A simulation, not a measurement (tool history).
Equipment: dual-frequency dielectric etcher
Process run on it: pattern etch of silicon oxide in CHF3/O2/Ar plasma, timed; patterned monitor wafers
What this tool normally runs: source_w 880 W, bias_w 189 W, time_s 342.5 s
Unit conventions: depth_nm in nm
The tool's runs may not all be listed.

run	day	source_w	bias_w	time_s	wafers since the last listed run	hours since the last wet clean	hours since the last source power generator calibration	hours since the last bias power generator calibration	hours since the last upper electrode change	hours since the gauge calibration	read-back reference wafer on the same gauge, depth_nm	depth_nm
1	0	880	189	342.5	0	298.5	61	2402.3	36.2	625.9	904.5	799.3
2	0.417	880	189	342.5	51	308.5	71	2412.3	46.2	635.9	903.8	800.1
# day 0.825: gauge calibrated
3	0.908	880	189	342.5	60	320.3	82.8	2424.1	58	2	904.6	802.7
4	1.492	880	189	342.5	72	334.3	96.8	2438.1	72	16	904.6	808.6
5	1.954	880	189	342.5	57	345.4	107.9	2449.2	83.1	27.1	903.4	805.1
6	2.508	880	189	342.5	68	358.7	121.2	2462.5	96.4	40.4	905.5	805.2
7	3.017	880	189	342.5	62	370.9	133.4	2474.7	108.6	52.6	904.5	797
# day 4.05: wet clean of the chamber
8	4.071	880	189	342.5	6	0.5	158.7	2500	133.9	77.9	904.5	793.5
9	4.088	780	201	409	2	0.9	159.1	2500.4	134.3	78.3	904.6	896.9
10	4.379	880	220	314.5	36	7.9	166.1	2507.4	141.3	85.3	904.3	772.2
11	4.775	880	143	288	48	17.4	175.6	2516.9	150.8	94.8	903.8	601.8
12	5.121	1040	158	342.5	42	25.7	183.9	2525.2	159.1	103.1	903.6	816
# day 5.529: bias power generator calibrated
13	5.783	820	145	342.5	61	41.6	199.8	6.1	175	119	904	687
14	6.429	880	189	342.5	79	57.1	215.3	21.6	190.5	134.5	904.7	801.2
15	7.138	880	172	342.5	87	74.1	232.3	38.6	207.5	151.5	904.8	768.9
16	7.642	1080	231	342.5	62	86.2	244.4	50.7	219.6	163.6	904.4	963
17	8.367	880	225	428.5	89	103.6	261.8	68.1	237	181	905.2	1068.4
18	8.892	880	189	342.5	64	116.2	274.4	80.7	249.6	193.6	902.3	789.4
19	9.488	690	227	444.5	73	130.5	288.7	95	263.9	207.9	903.2	961.6
20	9.975	770	189	342.5	60	142.2	300.4	106.7	275.6	219.6	903.1	736.2
21	10.696	880	189	342.5	89	159.5	317.7	124	292.9	236.9	903.2	798.4
22	11	680	227	374.5	37	166.8	325	131.3	300.2	244.2	904.1	801.3
23	11.608	880	189	342.5	75	181.4	339.6	145.9	314.8	258.8	904.4	805.8
24	11.967	770	189	409.5	44	190	348.2	154.5	323.4	267.4	905.5	884.2
25	12.233	740	203	245.5	32	196.4	354.6	160.9	329.8	273.8	903.5	534.4
26	12.875	680	189	342.5	79	211.8	370	176.3	345.2	289.2	903.9	684.9
27	13.304	880	189	342.5	53	222.1	380.3	186.6	355.5	299.5	903.3	799.3
28	13.917	880	189	342.5	75	236.8	395	201.3	370.2	314.2	904.4	801.1
29	14.588	880	189	342.5	82	252.9	411.1	217.4	386.3	330.3	902.7	800.5
30	15.208	880	189	342.5	76	267.8	426	232.3	401.2	345.2	903.6	802.8
31	15.954	880	206	342.5	92	285.7	443.9	250.2	419.1	363.1	903.3	832.4

The same runs without the tool's hidden state, with the same run-to-run variation:
What the log doesn't record here: etch rate over this chamber's usual, %; source power that arrives over what is set, %; bias power that arrives over what is set, %; gauge reads high (%).
run	depth_nm
1	788.4
2	788.8
3	791
4	796.3
5	792.4
6	792
7	783.5
8	792.5
9	895.8
10	771.1
11	600.7
12	814.1
13	684.9
14	798.2
15	765.4
16	958.1
17	1062.1
18	784.3
19	954.7
20	730.5
21	791.7
22	794.3
23	798.2
24	875.6
25	529
26	677.5
27	790.3
28	791.6
29	790.4
30	792
31	820.6

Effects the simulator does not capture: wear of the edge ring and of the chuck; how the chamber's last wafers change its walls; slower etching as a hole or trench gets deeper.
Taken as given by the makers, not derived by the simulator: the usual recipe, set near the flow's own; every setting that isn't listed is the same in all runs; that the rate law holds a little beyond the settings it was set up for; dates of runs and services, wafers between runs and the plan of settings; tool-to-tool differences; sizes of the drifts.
